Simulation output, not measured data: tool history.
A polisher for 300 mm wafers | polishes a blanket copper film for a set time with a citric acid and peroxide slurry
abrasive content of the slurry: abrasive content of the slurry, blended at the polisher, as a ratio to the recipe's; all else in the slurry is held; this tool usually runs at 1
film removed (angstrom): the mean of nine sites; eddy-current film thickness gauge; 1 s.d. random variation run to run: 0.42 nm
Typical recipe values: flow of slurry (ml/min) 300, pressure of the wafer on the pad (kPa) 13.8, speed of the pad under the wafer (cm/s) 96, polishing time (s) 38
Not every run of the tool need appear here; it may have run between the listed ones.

| run | hour | flow of slurry (ml/min) | pressure of the wafer on the pad (kPa) | speed of the pad under the wafer (cm/s) | abrasive content of the slurry | polishing time (s) | incoming thickness of the incoming film, nm | film removed (angstrom) |
|---|---|---|---|---|---|---|---|---|
| 1 | 0 | 240 | 13.8 | 96 | 0.85 | 38 | 907 | 391 |
| 2 | 11.9 | 240 | 13.8 | 96 | 0.85 | 38 | 894.1 | 394 |
| 3 | 21.8 | 300 | 13.8 | 96 | 1 | 33 | 906.8 | 362 |
|  | 26.5 | worn pad replaced by a new one |
| 4 | 36.1 | 220 | 13.8 | 96 | 1 | 29 | 898.4 | 327 |
| 5 | 44.9 | 220 | 13.8 | 96 | 1 | 29 | 903.3 | 320 |
| 6 | 60.9 | 300 | 13.8 | 74 | 1 | 38 | 885.4 | 331 |
| 7 | 69.7 | 300 | 13.8 | 74 | 1 | 38 | 905.2 | 336 |
| 8 | 83.9 | 300 | 13.8 | 96 | 1 | 38 | 893.3 | 416 |
|  | 91.8 | slurry blender recalibrated |
| 9 | 92.1 | 340 | 10.3 | 82 | 1 | 38 | 891.4 | 275 |
|  | 99.5 | slurry nozzle cleaned |
|  | 104.2 | head pressure recalibrated |
| 10 | 108.6 | 300 | 15.2 | 96 | 1 | 38 | 909.8 | 464 |
|  | 124.4 | worn pad replaced by a new one |
| 11 | 125.6 | 390 | 13.8 | 96 | 1 | 38 | 882.6 | 458 |
| 12 | 135.5 | 300 | 13.8 | 96 | 1 | 47 | 908.1 | 549 |
| 13 | 146 | 215 | 11.7 | 96 | 1.1 | 30 | 888.1 | 284 |
| 14 | 161.6 | 300 | 11 | 96 | 1 | 38 | 899.6 | 343 |

Predict each of these 5 candidate next runs independently; none follows another, all start after run 14:
| A | 162 | 300 | 13.8 | 96 | 1 | 38 | 904.6 | ? |
| B | 162 | 300 | 16.5 | 96 | 1 | 38 | 904.6 | ? |
| C | 162 | 300 | 13.8 | 96 | 1.15 | 51 | 904.6 | ? |
| D | 162 | 300 | 10.3 | 96 | 1.1 | 47 | 904.6 | ? |
| E | 162 | 300 | 17.9 | 96 | 1 | 28 | 904.6 | ? |

| run | film removed (angstrom) |
|---|---|
| A | 423 |
| B | 504 |
| C | 582 |
| D | 404 |
| E | 401 |
Without the tool's unlogged condition, the same runs would have read:
| run | film removed (angstrom) |
|---|---|
| A | 449 |
| B | 535 |
| C | 618 |
| D | 429 |
| E | 426 |
